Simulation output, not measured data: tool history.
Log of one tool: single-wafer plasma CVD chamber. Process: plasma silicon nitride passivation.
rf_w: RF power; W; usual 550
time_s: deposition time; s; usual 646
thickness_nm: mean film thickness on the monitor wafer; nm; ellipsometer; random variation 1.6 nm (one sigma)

run,hour,rf_w,time_s,"read-back reference wafer on the same gauge, thickness_nm",thickness_nm
1,0,550,646,1039.54,1050.857
2,13.2,550,646,1040.601,1051.816
3,33.3,550,646,1039.837,1048.793
4,41.1,550,566,1040.782,917.465
5,49.8,550,646,1039.792,1048.515
6,66.6,550,646,1040.507,1052.01
7,74.1,550,646,1039.906,1048.27
8,89.9,550,646,1040.368,1046.451
9,100.2,550,646,1040.094,1049.856
10,108.9,550,646,1039.888,1044.045
11,117.9,550,593,1039.969,961.058
12,135.2,550,593,1040.198,958.55
13,151.1,550,646,1040.098,1049.053
14,159.2,550,646,1040.53,1045.047
15,176.8,550,646,1040.779,1047.167
16,191.6,590,747,1039.516,1235.017
# hour 192.7: gauge calibrated
# hour 209.4: showerhead replaced, of another model than before
17,209.9,550,646,1039.232,1049.867
18,212.4,650,701,1039.904,1181.073
19,227.5,475,581,1040.048,919.201
# hour 246.2: RF generator calibrated
20,246.7,495,646,1040.153,1046.768
21,249.6,510,773,1039.255,1255.18

Forecast run 22:
22,257.2,550,646,?,?

Run 22 gave read-back reference wafer on the same gauge, thickness_nm 1040.386, thickness_nm 1065.105 nm.
Without the tool's hidden state the same run would have given thickness_nm 1065.406 nm.
